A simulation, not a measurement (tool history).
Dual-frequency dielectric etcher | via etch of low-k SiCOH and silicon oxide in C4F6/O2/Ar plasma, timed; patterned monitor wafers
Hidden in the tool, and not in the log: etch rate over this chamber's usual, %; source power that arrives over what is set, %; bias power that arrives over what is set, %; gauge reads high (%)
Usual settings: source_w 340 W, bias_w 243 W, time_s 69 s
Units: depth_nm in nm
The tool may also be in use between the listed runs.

| run | hour | source_w | bias_w | time_s | wafers since the last listed run | hours since the last wet clean | hours since the last source power generator calibration | hours since the last bias power generator calibration | hours since the last upper electrode change | hours since the gauge calibration | read-back reference wafer on the same gauge, depth_nm | depth_nm |
|---|---|---|---|---|---|---|---|---|---|---|---|---|
| 1 | 0 | 290 | 243 | 55.5 | 0 | 289.9 | 4170.5 | 1294 | 4213.6 | 1192.4 | 210.9 | 145.2 |
| 2 | 88.4 | 290 | 243 | 55.5 | 608 | 378.3 | 4258.9 | 1382.4 | 4302 | 1280.8 | 210.9 | 145.4 |
|  | 163.1 | wet clean of the chamber |
| 3 | 163.6 | 290 | 243 | 55.5 | 352 | 0.5 | 4334.1 | 1457.6 | 4377.2 | 1356 | 211.2 | 145.2 |
| 4 | 216.5 | 340 | 243 | 69 | 364 | 53.4 | 4387 | 1510.5 | 4430.1 | 1408.9 | 211.4 | 197.6 |
| 5 | 291.7 | 340 | 243 | 69 | 517 | 128.6 | 4462.2 | 1585.7 | 4505.3 | 1484.1 | 211.1 | 198.8 |
| 6 | 335.8 | 340 | 243 | 69 | 303 | 172.7 | 4506.3 | 1629.8 | 4549.4 | 1528.2 | 210.9 | 197.5 |
| 7 | 376.7 | 340 | 243 | 69 | 281 | 213.6 | 4547.2 | 1670.7 | 4590.3 | 1569.1 | 211.2 | 198.4 |
| 8 | 437.2 | 340 | 243 | 69 | 416 | 274.1 | 4607.7 | 1731.2 | 4650.8 | 1629.6 | 210.9 | 198.8 |
| 9 | 507.1 | 340 | 243 | 69 | 481 | 344 | 4677.6 | 1801.1 | 4720.7 | 1699.5 | 211 | 198.9 |
| 10 | 602.1 | 290 | 199 | 69 | 654 | 439 | 4772.6 | 1896.1 | 4815.7 | 1794.5 | 211 | 164.9 |
|  | 661 | wet clean of the chamber |
| 11 | 661.5 | 290 | 199 | 69 | 243 | 0.5 | 4832 | 1955.5 | 4875.1 | 1853.9 | 210.9 | 164.6 |
| 12 | 752.9 | 340 | 243 | 69 | 629 | 91.9 | 4923.4 | 2046.9 | 4966.5 | 1945.3 | 211 | 198.7 |
|  | 795.4 | upper electrode replaced |
| 13 | 837.8 | 340 | 243 | 69 | 419 | 176.8 | 5008.3 | 2131.8 | 42.4 | 2030.2 | 210.9 | 199.5 |
| 14 | 926.4 | 390 | 243 | 76.5 | 609 | 265.4 | 5096.9 | 2220.4 | 131 | 2118.8 | 211 | 239.1 |
| 15 | 973.1 | 300 | 243 | 54.5 | 321 | 312.1 | 5143.6 | 2267.1 | 177.7 | 2165.5 | 211.3 | 146.5 |
| 16 | 1027.1 | 300 | 268 | 80 | 371 | 366.1 | 5197.6 | 2321.1 | 231.7 | 2219.5 | 211.1 | 227 |
|  | 1100 | wet clean of the chamber |
| 17 | 1100.5 | 340 | 243 | 69 | 340 | 0.5 | 5271 | 2394.5 | 305.1 | 2292.9 | 211.4 | 199.6 |
|  | 1170.9 | gauge calibrated |
|  | 1206.1 | source power generator calibrated |
| 18 | 1392.6 | 280 | 243 | 69 | 1983 | 292.6 | 186.5 | 2686.6 | 597.2 | 221.7 | 211.2 | 178.5 |
| 19 | 1471.8 | 410 | 243 | 60 | 545 | 371.8 | 265.7 | 2765.8 | 676.4 | 300.9 | 210.9 | 191.8 |
|  | 1549.8 | bias power generator calibrated |
|  | 1557 | wet clean of the chamber |
| 20 | 1577.6 | 370 | 304 | 89.5 | 651 | 20.6 | 371.5 | 27.8 | 782.2 | 406.7 | 210.9 | 295.4 |
| 21 | 1657.9 | 340 | 243 | 69 | 552 | 100.9 | 451.8 | 108.1 | 862.5 | 487 | 211 | 196.2 |
| 22 | 1761.8 | 340 | 243 | 69 | 715 | 204.8 | 555.7 | 212 | 966.4 | 590.9 | 210.8 | 196.8 |
| 23 | 1867.4 | 340 | 243 | 69 | 727 | 310.4 | 661.3 | 317.6 | 1072 | 696.5 | 211.3 | 197 |
| 24 | 1916.7 | 340 | 243 | 69 | 339 | 359.7 | 710.6 | 366.9 | 1121.3 | 745.8 | 211 | 195.3 |
|  | 2003.7 | wet clean of the chamber |
| 25 | 2004.2 | 300 | 243 | 80 | 437 | 0.5 | 798.1 | 454.4 | 1208.8 | 833.3 | 211.1 | 212.3 |
| 26 | 2147.2 | 310 | 184 | 81 | 984 | 143.5 | 941.1 | 597.4 | 1351.8 | 976.3 | 211.2 | 191.1 |
| 27 | 2249.1 | 340 | 243 | 55.5 | 701 | 245.4 | 1043 | 699.3 | 1453.7 | 1078.2 | 211.1 | 158.9 |

Forecast each of these 4 alternatives for the next run:
| A | 2249.5 | 340 | 243 | 82 | 2 | 245.8 | 1043.4 | 699.7 | 1454.1 | 1078.6 | ? | ? |
| B | 2249.5 | 320 | 214 | 50 | 2 | 245.8 | 1043.4 | 699.7 | 1454.1 | 1078.6 | ? | ? |
| C | 2249.5 | 340 | 213 | 49.5 | 2 | 245.8 | 1043.4 | 699.7 | 1454.1 | 1078.6 | ? | ? |
| D | 2249.5 | 340 | 243 | 88 | 2 | 245.8 | 1043.4 | 699.7 | 1454.1 | 1078.6 | ? | ? |

| run | read-back reference wafer on the same gauge, depth_nm | depth_nm |
|---|---|---|
| A | 211.1 | 233.6 |
| B | 211.1 | 129.4 |
| C | 211.1 | 132.4 |
| D | 211.1 | 250.7 |
Without the tool's hidden state the same runs would have given:
| run | depth_nm |
|---|---|
| A | 232.2 |
| B | 128.7 |
| C | 131.7 |
| D | 249.2 |

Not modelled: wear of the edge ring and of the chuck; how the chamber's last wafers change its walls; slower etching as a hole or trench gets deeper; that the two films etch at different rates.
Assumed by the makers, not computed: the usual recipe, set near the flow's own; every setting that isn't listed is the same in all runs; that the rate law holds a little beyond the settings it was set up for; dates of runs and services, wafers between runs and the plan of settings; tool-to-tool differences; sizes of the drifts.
